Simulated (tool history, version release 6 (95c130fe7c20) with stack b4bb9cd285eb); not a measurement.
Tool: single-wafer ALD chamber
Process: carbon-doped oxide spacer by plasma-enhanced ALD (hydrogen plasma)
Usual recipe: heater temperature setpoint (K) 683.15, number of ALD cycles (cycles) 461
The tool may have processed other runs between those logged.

run    hour  heater temperature setpoint (K)  number of ALD cycles (cycles)  wafers since the last listed run  hours since the last thermocouple change  hours since the gauge calibration  read-back reference wafer on the same gauge, thickness_nm  mean film thickness on the monitor wafer (Å)
  1       0                           689.15                            522                                 0                                    1466.2                              579.4                                                     21.187                                        251.77
  2    28.5                           689.15                            522                                20                                    1494.7                              607.9                                                     21.218                                        251.76
  3    57.9                           689.15                            522                                21                                    1524.1                              637.3                                                     21.212                                        252.25
  4   103.9                           683.15                            461                                33                                    1570.1                              683.3                                                     21.202                                        226.65
  5   164.6                           683.15                            461                                43                                    1630.8                                744                                                     21.198                                        226.89
  6   204.6                           683.15                            461                                28                                    1670.8                                784                                                     21.204                                        226.14
  7   231.2                           677.15                            388                                19                                    1697.4                              810.6                                                     21.187                                        193.61
  8   284.2                           677.15                            388                                38                                    1750.4                              863.6                                                     21.189                                        194.26
  9   342.1                           683.15                            461                                41                                    1808.3                              921.5                                                     21.196                                        225.69
 10   425.2                           683.15                            461                                59                                    1891.4                             1004.6                                                     21.212                                        227.55
 11   495.4                           683.15                            461                                50                                    1961.6                             1074.8                                                     21.209                                        226.37
 12   564.5                           683.15                            461                                49                                    2030.7                             1143.9                                                     21.185                                        226.27
 13   609.8                           686.15                            461                                32                                      2076                             1189.2                                                     21.213                                        223.72
 14   662.6                           683.15                            461                                37                                    2128.8                               1242                                                       21.2                                        226.19
 15   701.3                           683.15                            461                                27                                    2167.5                             1280.7                                                     21.192                                        226.71
      766.4  -- thermocouple changed; heater temperature recalibrated
 16   766.9                           683.15                            461                                41                                       0.5                             1346.3                                                     21.205                                        223.44
 17     804                           683.15                            461                                26                                      37.6                             1383.4                                                     21.203                                        223.74
 18   856.8                           677.15                            411                                37                                      90.4                             1436.2                                                     21.177                                        204.28
 19   925.4                           672.15                            505                                49                                       159                             1504.8                                                     21.193                                        253.91
 20   956.9                           695.15                            546                                22                                     190.5                             1536.3                                                     21.207                                         255.2
 21  1017.9                           686.15                            461                                43                                     251.5                             1597.3                                                     21.218                                        221.14
     1030.1  -- thermocouple changed; heater temperature recalibrated, repeated, since the last time left the tool worse
 22  1057.9                           676.15                            461                                22                                      27.8                             1637.3                                                     21.225                                        234.16
     1135.7  -- gauge calibrated
 23  1192.1                           697.15                            461                                96                                       162                               56.4                                                     21.181                                         218.4
 24  1224.7                           683.15                            461                                23                                     194.6                                 89                                                     21.208                                        228.79
 25  1269.8                           689.15                            522                                32                                     239.7                              134.1                                                     21.193                                        253.88
 26  1415.2                           670.15                            461                               104                                     385.1                              279.5                                                     21.204                                        236.08
 27  1467.6                           674.15                            496                                37                                     437.5                              331.9                                                     21.193                                        251.97
 28  1507.2                           673.15                            488                                28                                     477.1                              371.5                                                     21.199                                        247.96
 29  1562.8                           676.15                            498                                39                                     532.7                              427.1                                                     21.209                                        250.95
 30  1604.1                           672.15                            505                                29                                       574                              468.4                                                     21.209                                         258.1

For each run, the measured value with the value that run would have given without the tool's hidden condition subtracted. The run-to-run variation is shared by both, the gauge scatter possibly not:
Unlogged tool condition in this case: wafer temperature above the value expected at the setpoint (K); gauge reads high (%).
run  mean film thickness on the monitor wafer (Å)
  1                                         -2.89
  2                                         -2.91
  3                                         -2.93
  4                                          -2.6
  5                                         -2.64
  6                                         -2.64
  7                                         -2.23
  8                                         -2.26
  9                                         -2.69
 10                                         -2.74
 11                                         -2.74
 12                                         -2.77
 13                                         -2.77
 14                                         -2.79
 15                                          -2.8
 16                                          -4.5
 17                                         -4.65
 18                                         -4.34
 19                                         -5.01
 20                                         -6.12
 21                                         -5.33
 22                                         +0.13
 23                                         -0.33
 24                                         -0.43
 25                                         -0.64
 26                                            +0
 27                                         -1.14
 28                                          -1.2
 29                                         -1.35
 30                                          -0.9
